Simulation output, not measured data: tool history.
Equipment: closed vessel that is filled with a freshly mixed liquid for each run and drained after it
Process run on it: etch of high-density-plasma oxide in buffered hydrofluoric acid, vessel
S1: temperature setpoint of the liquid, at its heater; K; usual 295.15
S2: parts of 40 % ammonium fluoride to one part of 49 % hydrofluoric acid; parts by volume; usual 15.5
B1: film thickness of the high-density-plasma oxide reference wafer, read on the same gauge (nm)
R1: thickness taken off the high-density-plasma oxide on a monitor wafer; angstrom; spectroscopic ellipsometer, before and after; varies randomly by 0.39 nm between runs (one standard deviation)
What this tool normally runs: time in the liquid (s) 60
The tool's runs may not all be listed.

Run 1, hour 0: usual settings but time in the liquid (s) 70; B1 70. Result: R1 620.9 angstrom.
Run 2, hour 14.1: usual settings but time in the liquid (s) 70; B1 69.98. Result: R1 621.8 angstrom.
Run 3, hour 34.6: usual settings; B1 69.99. Result: R1 526.7 angstrom.
Run 4, hour 61.1: usual settings; B1 70. Result: R1 531 angstrom.
Run 5, hour 75.8: usual settings; B1 69.99. Result: R1 533.1 angstrom.
Run 6, hour 95.6: usual settings; B1 70. Result: R1 529.1 angstrom.
Run 7, hour 114.4: usual settings; B1 70.01. Result: R1 530.3 angstrom.
Run 8, hour 134.5: usual settings; B1 69.99. Result: R1 529.5 angstrom.
Run 9, hour 147.5: usual settings but S2 19.5 parts by volume; B1 70.01. Result: R1 433 angstrom.
Run 10, hour 179: usual settings; B1 70.01. Result: R1 531.7 angstrom.
Run 11, hour 209.6: usual settings; B1 69.98. Result: R1 531.1 angstrom.
Run 12, hour 229: usual settings; B1 69.99. Result: R1 533.9 angstrom.
Run 13, hour 261.8: usual settings; B1 70. Result: R1 539.3 angstrom.
Run 14, hour 278.5: usual settings; B1 69.99. Result: R1 531.5 angstrom.
At hour 282.3: hydrofluoric acid flow meter replaced.
Run 15, hour 309.5: usual settings; B1 70.02. Result: R1 547.3 angstrom.
Run 16, hour 323.1: usual settings but S2 12 parts by volume; B1 70.02. Result: R1 694.7 angstrom.
Run 17, hour 342.6: usual settings but time in the liquid (s) 85; B1 70. Result: R1 770.3 angstrom.
Run 18, hour 367.7: usual settings but S2 11 parts by volume, time in the liquid (s) 90; B1 69.98. Result: R1 1128.9 angstrom.
At hour 374.5: thermometer replaced.
Run 19, hour 384.7: usual settings but S1 297.15 K; B1 70. Result: R1 534.3 angstrom.
Run 20, hour 416.2: usual settings but S2 18.5 parts by volume, time in the liquid (s) 30; B1 69.98. Result: R1 196.6 angstrom.
Run 21, hour 437.3: usual settings but S1 296.65 K, S2 12.5 parts by volume, time in the liquid (s) 40; B1 70. Result: R1 422.6 angstrom.
Run 22, hour 468.3: usual settings but S2 13.5 parts by volume, time in the liquid (s) 45; B1 69.99. Result: R1 411.9 angstrom.
Run 23, hour 497.5: usual settings but S1 296.65 K, S2 13 parts by volume, time in the liquid (s) 70; B1 70. Result: R1 718.4 angstrom.
At hour 527.5: gauge calibrated.
Run 24, hour 532.3: usual settings but S1 298.15 K, S2 11.5 parts by volume, time in the liquid (s) 70; B1 69.99. Result: R1 872.1 angstrom.
Run 25, hour 550.1: usual settings but S1 291.65 K; B1 70. Result: R1 394.3 angstrom.
Run 26, hour 566: usual settings but S1 292.15 K, S2 17.5 parts by volume, time in the liquid (s) 90; B1 70. Result: R1 541.6 angstrom.
Run 27, hour 583.3: usual settings but S1 292.15 K; B1 70.02. Result: R1 406 angstrom.
Run 28, hour 606: usual settings but S1 293.15 K, S2 13.5 parts by volume, time in the liquid (s) 75; B1 69.99. Result: R1 614.2 angstrom.
Run 29, hour 632.2: usual settings but S2 13.5 parts by volume; B1 69.99. Result: R1 544.4 angstrom.
Run 30, hour 665.3: usual settings; B1 70.02. Result: R1 482.7 angstrom.
Run 31, hour 699.3: usual settings but time in the liquid (s) 30; B1 70.01. Result: R1 241.8 angstrom.

Each row is a separate what-if for the run after 31, all from the same tool condition, not one after another. Results?
Run A, hour 700: usual settings; B1 ?. Result: R1 ?.
Run B, hour 700: usual settings but S2 19 parts by volume; B1 ?. Result: R1 ?.
Run C, hour 700: usual settings but S1 299.65 K, S2 14 parts by volume, time in the liquid (s) 35; B1 ?. Result: R1 ?.
Run D, hour 700: usual settings but S2 19 parts by volume, time in the liquid (s) 50; B1 ?. Result: R1 ?.
Run E, hour 700: usual settings but S2 20.5 parts by volume, time in the liquid (s) 35; B1 ?. Result: R1 ?.

run     B1     R1
  A  70.01  484.6
  B  70.01  396.5
  C  70.01    399
  D  70.01  330.4
  E  70.01  216.2
Without the tool's unlogged condition, the same runs would have read:
run     R1
  A  473.7
  B  387.6
  C  390.3
  D    323
  E  211.3
